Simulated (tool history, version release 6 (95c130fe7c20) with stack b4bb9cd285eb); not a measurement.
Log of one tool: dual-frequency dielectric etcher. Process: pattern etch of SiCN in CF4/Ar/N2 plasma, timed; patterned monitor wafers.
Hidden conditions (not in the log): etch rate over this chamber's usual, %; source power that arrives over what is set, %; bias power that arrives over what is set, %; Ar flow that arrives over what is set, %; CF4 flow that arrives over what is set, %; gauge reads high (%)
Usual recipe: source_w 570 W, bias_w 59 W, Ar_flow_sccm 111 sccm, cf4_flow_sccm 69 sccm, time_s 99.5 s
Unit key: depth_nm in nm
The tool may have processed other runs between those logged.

run	hour	source_w	bias_w	Ar_flow_sccm	cf4_flow_sccm	time_s	wafers since the last listed run	hours since the last wet clean	hours since the last source power generator calibration	hours since the last bias power generator calibration	hours since the last Ar flow controller change	hours since the last CF4 flow controller change	hours since the last upper electrode change	hours since the gauge calibration	read-back reference wafer on the same gauge, depth_nm	depth_nm
1	0.0	570	59	111	61	99.5	0	280.5	881.4	3017.1	3701.5	2741.0	4994.5	1896.8	110.2	101.7
2	94.9	570	59	111	61	99.5	723	375.4	976.3	3112.0	3796.4	2835.9	5089.4	1991.7	110.1	101.8
3	134.5	570	59	111	61	99.5	301	415.0	1015.9	3151.6	3836.0	2875.5	5129.0	2031.3	110.2	102.0
# hour 168.2: gauge calibrated
4	237.3	570	59	100	69	99.5	783	517.8	1118.7	3254.4	3938.8	2978.3	5231.8	69.1	110.1	104.6
5	278.0	570	59	100	69	99.5	310	558.5	1159.4	3295.1	3979.5	3019.0	5272.5	109.8	109.8	104.6
# hour 316.3: CF4 flow controller replaced
# hour 324.8: bias power generator calibrated
# hour 386.9: wet clean of the chamber
6	387.4	570	59	100	69	99.5	574	0.5	1268.8	62.6	4088.9	71.1	5381.9	219.2	110.0	104.7
# hour 418.0: Ar flow controller replaced
7	423.6	570	67	111	69	70.5	230	36.7	1305.0	98.8	5.6	107.3	5418.1	255.4	110.2	75.3
8	496.5	570	59	111	82	99.5	555	109.6	1377.9	171.7	78.5	180.2	5491.0	328.3	110.0	106.3
# hour 557.3: upper electrode replaced
9	601.4	570	53	131	69	99.5	616	214.5	1482.8	276.6	183.4	285.1	44.1	433.2	110.1	100.1
10	689.8	570	51	89	84	99.5	673	302.9	1571.2	365.0	271.8	373.5	132.5	521.6	109.9	106.1
11	785.0	570	59	89	69	99.5	725	398.1	1666.4	460.2	367.0	468.7	227.7	616.8	110.1	105.1
12	857.5	500	59	91	69	99.5	552	470.6	1738.9	532.7	439.5	541.2	300.2	689.3	109.9	91.0
# hour 862.5: source power generator calibrated
# hour 922.3: wet clean of the chamber
13	922.8	570	72	136	56	99.5	284	0.5	60.3	598.0	504.8	606.5	365.5	754.6	109.9	102.9
14	976.4	570	48	103	69	99.5	408	54.1	113.9	651.6	558.4	660.1	419.1	808.2	110.0	101.9
15	1167.5	700	59	93	60	99.5	1456	245.2	305.0	842.7	749.5	851.2	610.2	999.3	110.1	127.7
16	1219.9	450	59	111	69	123.5	399	297.6	357.4	895.1	801.9	903.6	662.6	1051.7	110.1	99.6
17	1297.6	570	59	111	82	99.5	592	375.3	435.1	972.8	879.6	981.3	740.3	1129.4	110.0	106.9
18	1337.0	570	59	111	69	99.5	300	414.7	474.5	1012.2	919.0	1020.7	779.7	1168.8	110.0	104.1
19	1420.7	570	59	97	75	99.5	638	498.4	558.2	1095.9	1002.7	1104.4	863.4	1252.5	110.0	106.3
20	1489.8	570	59	111	57	99.5	526	567.5	627.3	1165.0	1071.8	1173.5	932.5	1321.6	110.0	101.0
# hour 1538.7: wet clean of the chamber
21	1546.1	570	59	111	69	99.5	246	7.4	683.6	1221.3	1128.1	1229.8	988.8	1377.9	110.0	104.5

A few steps of depth_nm between consecutive runs. Split each: what settings, incoming material and random variation would produce without the hidden state, and what is left over for the hidden state, along with gauge scatter present in only one of the two compared results (measured, and without hidden state):
Run 6 -> 7: bias_w 59 -> 67, Ar_flow_sccm 100 -> 111, time_s 99.5 -> 70.5, Ar flow controller replaced. depth_nm -29.4 nm: hidden state +0.2, all else -29.6.
Run 7 -> 8: bias_w 67 -> 59, cf4_flow_sccm 69 -> 82, time_s 70.5 -> 99.5. depth_nm +31.0 nm: hidden state -0.3, all else +31.3.
Run 12 -> 13: source_w 500 -> 570, bias_w 59 -> 72, Ar_flow_sccm 91 -> 136, cf4_flow_sccm 69 -> 56, source power generator calibrated, wet clean of the chamber. depth_nm +11.9 nm: hidden state +0.8, all else +11.1.

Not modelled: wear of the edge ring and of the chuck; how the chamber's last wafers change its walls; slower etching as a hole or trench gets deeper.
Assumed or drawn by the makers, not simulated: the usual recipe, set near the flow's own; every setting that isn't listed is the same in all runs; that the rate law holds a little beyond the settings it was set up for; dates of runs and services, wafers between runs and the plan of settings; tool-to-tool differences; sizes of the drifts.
